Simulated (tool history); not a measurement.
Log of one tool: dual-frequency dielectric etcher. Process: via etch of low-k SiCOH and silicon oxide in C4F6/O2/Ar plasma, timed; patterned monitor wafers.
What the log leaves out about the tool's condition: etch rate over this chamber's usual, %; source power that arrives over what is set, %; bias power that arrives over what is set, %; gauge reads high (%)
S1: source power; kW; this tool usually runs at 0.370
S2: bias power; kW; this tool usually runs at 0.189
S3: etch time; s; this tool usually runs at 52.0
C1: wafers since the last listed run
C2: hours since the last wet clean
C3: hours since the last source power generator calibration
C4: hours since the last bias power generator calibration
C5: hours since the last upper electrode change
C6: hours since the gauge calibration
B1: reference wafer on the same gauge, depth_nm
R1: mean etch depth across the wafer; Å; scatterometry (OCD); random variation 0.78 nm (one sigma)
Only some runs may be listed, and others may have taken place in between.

Run 1, hour 0.0: usual settings; C1 0; C2 300.3; C3 2149.5; C4 2496.8; C5 5833.9; C6 668.9; B1 120.9. Result: R1 1380 Å.
Run 2, hour 26.7: usual settings but S1 0.400 kW; C1 479; C2 327.0; C3 2176.2; C4 2523.5; C5 5860.6; C6 695.6; B1 121.0. Result: R1 1446 Å.
Run 3, hour 54.0: usual settings but S3 48.5 s; C1 490; C2 354.3; C3 2203.5; C4 2550.8; C5 5887.9; C6 722.9; B1 121.4. Result: R1 1295 Å.
Run 4, hour 67.9: usual settings; C1 249; C2 368.2; C3 2217.4; C4 2564.7; C5 5901.8; C6 736.8; B1 121.4. Result: R1 1380 Å.
Run 5, hour 95.3: usual settings; C1 492; C2 395.6; C3 2244.8; C4 2592.1; C5 5929.2; C6 764.2; B1 121.2. Result: R1 1372 Å.
Run 6, hour 128.3: usual settings; C1 592; C2 428.6; C3 2277.8; C4 2625.1; C5 5962.2; C6 797.2; B1 121.0. Result: R1 1363 Å.
At hour 149.9: bias power generator calibrated.
Run 7, hour 151.1: usual settings; C1 337; C2 451.4; C3 2300.6; C4 1.2; C5 5985.0; C6 820.0; B1 120.6. Result: R1 1379 Å.
At hour 166.0: gauge calibrated.
Run 8, hour 170.8: usual settings; C1 353; C2 471.1; C3 2320.3; C4 20.9; C5 6004.7; C6 4.8; B1 120.8. Result: R1 1359 Å.
Run 9, hour 187.0: usual settings; C1 291; C2 487.3; C3 2336.5; C4 37.1; C5 6020.9; C6 21.0; B1 121.2. Result: R1 1375 Å.
Run 10, hour 217.8: usual settings; C1 553; C2 518.1; C3 2367.3; C4 67.9; C5 6051.7; C6 51.8; B1 120.8. Result: R1 1364 Å.
Run 11, hour 252.1: usual settings but S1 0.330 kW; C1 616; C2 552.4; C3 2401.6; C4 102.2; C5 6086.0; C6 86.1; B1 121.0. Result: R1 1271 Å.
At hour 288.5: upper electrode replaced.
Run 12, hour 289.0: usual settings but S1 0.330 kW; C1 231; C2 589.3; C3 2438.5; C4 139.1; C5 0.5; C6 123.0; B1 121.0. Result: R1 1266 Å.
Run 13, hour 305.2: usual settings; C1 291; C2 605.5; C3 2454.7; C4 155.3; C5 16.7; C6 139.2; B1 120.9. Result: R1 1358 Å.
Run 14, hour 330.6: usual settings; C1 456; C2 630.9; C3 2480.1; C4 180.7; C5 42.1; C6 164.6; B1 120.8. Result: R1 1362 Å.
Run 15, hour 365.9: usual settings but S1 0.280 kW, S2 0.221 kW, S3 39.0 s; C1 634; C2 666.2; C3 2515.4; C4 216.0; C5 77.4; C6 199.9; B1 121.0. Result: R1 864 Å.
At hour 392.4: wet clean of the chamber.
Run 16, hour 392.9: usual settings but S1 0.300 kW, S2 0.170 kW, S3 64.0 s; C1 53; C2 0.5; C3 2542.4; C4 243.0; C5 104.4; C6 226.9; B1 121.3. Result: R1 1454 Å.
Run 17, hour 396.1: usual settings but S2 0.174 kW; C1 57; C2 3.7; C3 2545.6; C4 246.2; C5 107.6; C6 230.1; B1 121.0. Result: R1 1376 Å.
Run 18, hour 430.9: usual settings but S1 0.280 kW, S2 0.150 kW, S3 42.5 s; C1 625; C2 38.5; C3 2580.4; C4 281.0; C5 142.4; C6 264.9; B1 120.7. Result: R1 916 Å.
Run 19, hour 445.7: usual settings but S1 0.400 kW, S3 43.0 s; C1 265; C2 53.3; C3 2595.2; C4 295.8; C5 157.2; C6 279.7; B1 121.0. Result: R1 1196 Å.
Run 20, hour 463.0: usual settings but S1 0.330 kW, S2 0.232 kW; C1 310; C2 70.6; C3 2612.5; C4 313.1; C5 174.5; C6 297.0; B1 120.8. Result: R1 1326 Å.
At hour 470.6: source power generator calibrated.
Run 21, hour 497.5: usual settings; C1 548; C2 105.1; C3 26.9; C4 347.6; C5 209.0; C6 331.5; B1 121.0. Result: R1 1392 Å.
Run 22, hour 527.8: usual settings but S1 0.340 kW, S3 47.5 s; C1 544; C2 135.4; C3 57.2; C4 377.9; C5 239.3; C6 361.8; B1 120.8. Result: R1 1210 Å.
Run 23, hour 552.0: usual settings but S1 0.450 kW, S2 0.219 kW; C1 434; C2 159.6; C3 81.4; C4 402.1; C5 263.5; C6 386.0; B1 121.4. Result: R1 1574 Å.
Run 24, hour 577.7: usual settings but S2 0.157 kW; C1 461; C2 185.3; C3 107.1; C4 427.8; C5 289.2; C6 411.7; B1 120.8. Result: R1 1332 Å.
Run 25, hour 604.0: usual settings but S2 0.214 kW; C1 472; C2 211.6; C3 133.4; C4 454.1; C5 315.5; C6 438.0; B1 121.1. Result: R1 1397 Å.
Run 26, hour 626.0: usual settings but S1 0.460 kW, S2 0.144 kW, S3 65.5 s; C1 395; C2 233.6; C3 155.4; C4 476.1; C5 337.5; C6 460.0; B1 120.8. Result: R1 1912 Å.
Run 27, hour 656.6: usual settings; C1 549; C2 264.2; C3 186.0; C4 506.7; C5 368.1; C6 490.6; B1 121.0. Result: R1 1374 Å.
Run 28, hour 690.2: usual settings; C1 603; C2 297.8; C3 219.6; C4 540.3; C5 401.7; C6 524.2; B1 121.0. Result: R1 1359 Å.
Run 29, hour 711.3: usual settings but S2 0.223 kW, S3 58.0 s; C1 379; C2 318.9; C3 240.7; C4 561.4; C5 422.8; C6 545.3; B1 121.0. Result: R1 1577 Å.

Hidden state, per run?
source power that arrives over what is set, %: 0 on each run
bias power that arrives over what is set, %: 0 on each run
gauge reads high (%): 0 on each run
H1: etch rate over this chamber's usual, %
run      H1
  1  -0.954
  2   -1.07
  3   -1.19
  4   -1.25
  5   -1.37
  6   -1.51
  7   -1.61
  8    -1.7
  9   -1.77
 10   -1.91
 11   -2.05
 12   -2.22
 13   -2.29
 14    -2.4
 15   -2.55
 16   -0.24
 17  -0.254
 18  -0.406
 19  -0.471
 20  -0.546
 21  -0.697
 22  -0.829
 23  -0.935
 24   -1.05
 25   -1.16
 26   -1.26
 27   -1.39
 28   -1.54
 29   -1.63

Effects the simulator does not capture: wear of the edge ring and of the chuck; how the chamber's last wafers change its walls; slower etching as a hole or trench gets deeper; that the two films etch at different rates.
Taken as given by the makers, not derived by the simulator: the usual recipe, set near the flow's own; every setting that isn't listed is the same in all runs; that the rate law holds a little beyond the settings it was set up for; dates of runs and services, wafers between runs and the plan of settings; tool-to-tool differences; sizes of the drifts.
